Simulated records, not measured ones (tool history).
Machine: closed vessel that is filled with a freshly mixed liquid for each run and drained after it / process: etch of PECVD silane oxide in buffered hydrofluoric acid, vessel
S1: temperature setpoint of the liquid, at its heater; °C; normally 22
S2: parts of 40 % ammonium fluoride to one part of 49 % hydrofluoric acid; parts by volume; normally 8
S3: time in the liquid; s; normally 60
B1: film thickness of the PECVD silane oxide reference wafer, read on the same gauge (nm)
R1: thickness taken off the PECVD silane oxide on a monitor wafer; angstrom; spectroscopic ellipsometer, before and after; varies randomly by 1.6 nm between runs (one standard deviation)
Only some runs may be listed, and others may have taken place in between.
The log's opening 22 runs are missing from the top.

{"run": 23, "hour": 1073.7, "S1": 26.5, "S2": 6, "S3": 90, "B1": 100, "R1": 4134.6}
{"run": 24, "hour": 1121.1, "S1": 22, "S2": 8, "S3": 60, "B1": 99.99, "R1": 1600.7}
{"run": 25, "hour": 1180.8, "S1": 22, "S2": 8, "S3": 60, "B1": 99.99, "R1": 1625.6}
{"run": 26, "hour": 1212.4, "S1": 22, "S2": 5.5, "S3": 60, "B1": 100.02, "R1": 2265.7}
{"run": 27, "hour": 1276.5, "S1": 22, "S2": 6.5, "S3": 45, "B1": 100.01, "R1": 1472.9}
{"run": 28, "hour": 1309.0, "S1": 23.5, "S2": 9, "S3": 75, "B1": 100.01, "R1": 1906.7}
{"run": 29, "hour": 1374.6, "S1": 17.5, "S2": 8, "S3": 60, "B1": 100.01, "R1": 1241.3}
{"run": 30, "hour": 1427.2, "S1": 24, "S2": 7, "S3": 35, "B1": 99.98, "R1": 1190.7}

Each row is a separate what-if for the run after 30, all from the same tool condition, not one after another. Results?
{"run": "A", "hour": 1427.9, "S1": 22, "S2": 8, "S3": 60, "B1": "?", "R1": "?"}
{"run": "B", "hour": 1427.9, "S1": 22, "S2": 11, "S3": 60, "B1": "?", "R1": "?"}
{"run": "C", "hour": 1427.9, "S1": 19, "S2": 10.5, "S3": 45, "B1": "?", "R1": "?"}
{"run": "D", "hour": 1427.9, "S1": 20.5, "S2": 6.5, "S3": 80, "B1": "?", "R1": "?"}

run=A B1=100.01 R1=1572.6
run=B B1=100.01 R1=1180.2
run=C B1=100.01 R1=782
run=D B1=100.01 R1=2375.1
Stripped of hidden state, with their random variation kept, the same runs would have yielded:
run=A R1=1729.3
run=B R1=1297.9
run=C R1=861.6
run=D R1=2614
